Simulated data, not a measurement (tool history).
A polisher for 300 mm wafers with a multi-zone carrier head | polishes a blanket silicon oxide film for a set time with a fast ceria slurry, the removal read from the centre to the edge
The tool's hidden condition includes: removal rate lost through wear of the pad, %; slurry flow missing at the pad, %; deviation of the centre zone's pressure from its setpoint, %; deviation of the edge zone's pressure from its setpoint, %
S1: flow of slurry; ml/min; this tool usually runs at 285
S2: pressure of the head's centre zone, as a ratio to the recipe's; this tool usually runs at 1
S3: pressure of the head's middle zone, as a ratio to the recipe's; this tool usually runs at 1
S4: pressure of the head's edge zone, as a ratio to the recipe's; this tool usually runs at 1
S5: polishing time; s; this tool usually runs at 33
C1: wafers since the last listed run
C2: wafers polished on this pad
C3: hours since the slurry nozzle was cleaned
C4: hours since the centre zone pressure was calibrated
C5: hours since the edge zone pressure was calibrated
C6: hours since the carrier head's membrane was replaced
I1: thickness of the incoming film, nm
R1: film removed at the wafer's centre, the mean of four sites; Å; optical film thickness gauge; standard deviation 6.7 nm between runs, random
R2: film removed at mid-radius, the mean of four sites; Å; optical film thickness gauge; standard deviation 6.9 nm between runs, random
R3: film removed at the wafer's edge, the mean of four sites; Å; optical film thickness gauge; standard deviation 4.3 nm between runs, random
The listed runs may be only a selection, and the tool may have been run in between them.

run    hour   S1    S2    S3    S4  S5    C1    C2     C3     C4      C5      C6      I1    R1    R2    R3
  1       0  350  1.03  0.95  1.11  33     0    33  186.5  490.9   729.9    69.8  2228.2  5282  4880  5505
  2      69  250     1     1  0.93  33   855   889  255.5  559.9   798.9   138.8  2229.7  4720  4932  4780
  3   118.1  345     1     1     1  33   608  1498  304.6    609     848   187.9  2220.4  4921  4794  4923
      166.5  -- centre zone pressure recalibrated
  4   182.1  285     1  1.06     1  24   768  2267  368.6   15.6     912   251.9  2180.9  3477  3572  3542
  5   263.8  285     1     1     1  33  1013  3280  450.3   97.3   993.7   333.6  2203.6  4682  4818  4747
  6     323  285  0.89     1     1  33   734  4014  509.5  156.5  1052.9   392.8  2216.5  4071  4584  4648
      443.9  -- edge zone pressure recalibrated
  7     486  285   0.9     1     1  43  1996  6011  672.5  319.5    42.1   555.8  2226.2  5310  5994  5933
      489.5  -- slurry nozzle cleaned
  8   552.7  285     1     1  1.06  33   814  6826   63.2  386.2   108.8   622.5  2193.8  4473  4527  4667
      623.3  -- worn pad replaced by a new one
  9     657  285  0.95     1  1.11  26  1243   418  167.5  490.5   213.1   726.8  2201.2  3671  3963  4179
 10   708.2  285     1     1     1  33   634  1053  218.7  541.7   264.3     778  2233.1  4814  4873  5007
 11   803.1  225     1  0.94     1  44  1176  2230  313.6  636.6   359.2   872.9  2246.1  6053  5744  6313
 12     874  285     1     1     1  33   879  3109  384.5  707.5   430.1   943.8  2234.4  4544  4579  4623
      881.4  -- centre zone pressure recalibrated
 13     935  285     1     1     1  33   731  3841  445.5   53.6   491.1  1004.8  2234.2  4560  4612  4675
     1041.9  -- carrier head's membrane replaced by a new one
 14  1044.6  285     1     1     1  39  1297  5138  555.1  163.2   600.7     2.7  2196.9  5447  5388  5434
 15  1112.9  285     1     1  0.94  33   847  5985  623.4  231.5     669      71  2208.9  4471  4494  4437
 16  1195.7  285  0.91     1  0.93  33  1026  7012  706.2  314.3   751.8   153.8  2191.4  3984  4566  4461
     1197.5  -- slurry nozzle cleaned
 17  1245.7  285  0.89     1     1  33   607  7620   48.2  364.3   801.8   203.8    2222  3891  4536  4554
 18    1284  285  1.07  1.08   0.9  33   475  8095   86.5  402.6   840.1   242.1  2195.8  4778  4787  4312
     1318.1  -- worn pad replaced by a new one
 19  1365.6  285     1     1     1  33   962   589  168.1  484.2   921.7   323.7  2193.5  4915  5048  5016
 20  1418.1  285  1.11     1  1.03  39   651  1240  220.6  536.7   974.2   376.2    2207  6291  5772  5926
 21  1491.6  315     1     1     1  33   911  2151  294.1  610.2  1047.7   449.7  2204.6  4662  4813  4888
     1558.9  -- edge zone pressure recalibrated
 22  1567.5  285  1.09  0.88     1  33   916  3068    370  686.1     8.6   525.6  2177.2  4988  4284  4710
 23  1654.8  285  1.06     1  1.04  26  1082  4151  457.3  773.4    95.9   612.9  2205.6  3748  3683  3732

How the hidden state differs across the entries between the runs, from the last listed run before each to the first after it:
In the gap between runs 3 and 4: centre zone pressure recalibrated (hour 166.5)
  removal rate lost through wear of the pad, %: 5.09 -> 6.89
  what was measured, less what the result would be without the hidden state, R1: -264 -> -257 Å; R2: -257 -> -264 Å; R3: -264 -> -262 Å
In the gap between runs 6 and 7: edge zone pressure recalibrated (hour 443.9)
  removal rate lost through wear of the pad, %: 9.49 -> 11.1
  what was measured, less what the result would be without the hidden state, R1: -427 -> -660 Å; R2: -480 -> -746 Å; R3: -487 -> -738 Å
In the gap between runs 7 and 8: slurry nozzle cleaned (hour 489.5)
  removal rate lost through wear of the pad, %: 11.1 -> 11.4
  what was measured, less what the result would be without the hidden state, R1: -660 -> -578 Å; R2: -746 -> -586 Å; R3: -738 -> -604 Å
In the gap between runs 8 and 9: worn pad replaced by a new one (hour 623.3)
  removal rate lost through wear of the pad, %: 11.4 -> 2.36
  what was measured, less what the result would be without the hidden state, R1: -578 -> -89 Å; R2: -586 -> -95 Å; R3: -604 -> -101 Å
In the gap between runs 12 and 13: centre zone pressure recalibrated (hour 881.4)
  removal rate lost through wear of the pad, %: 8.96 -> 9.95
  what was measured, less what the result would be without the hidden state, R1: -448 -> -504 Å; R2: -450 -> -510 Å; R3: -455 -> -517 Å
In the gap between runs 13 and 14: carrier head's membrane replaced by a new one (hour 1041.9)
  removal rate lost through wear of the pad, %: 9.95 -> 11.2
  what was measured, less what the result would be without the hidden state, R1: -504 -> -687 Å; R2: -510 -> -679 Å; R3: -517 -> -686 Å
In the gap between runs 16 and 17: slurry nozzle cleaned (hour 1197.5)
  removal rate lost through wear of the pad, %: 12.2 -> 12.4
  what was measured, less what the result would be without the hidden state, R1: -553 -> -551 Å; R2: -634 -> -643 Å; R3: -620 -> -645 Å
In the gap between runs 18 and 19: worn pad replaced by a new one (hour 1318.1)
  removal rate lost through wear of the pad, %: 12.5 -> 2.47
  what was measured, less what the result would be without the hidden state, R1: -686 -> -124 Å; R2: -686 -> -128 Å; R3: -618 -> -127 Å
In the gap between runs 21 and 22: edge zone pressure recalibrated (hour 1558.9)
  removal rate lost through wear of the pad, %: 6.76 -> 8.42
  what was measured, less what the result would be without the hidden state, R1: -338 -> -459 Å; R2: -349 -> -394 Å; R3: -354 -> -433 Å

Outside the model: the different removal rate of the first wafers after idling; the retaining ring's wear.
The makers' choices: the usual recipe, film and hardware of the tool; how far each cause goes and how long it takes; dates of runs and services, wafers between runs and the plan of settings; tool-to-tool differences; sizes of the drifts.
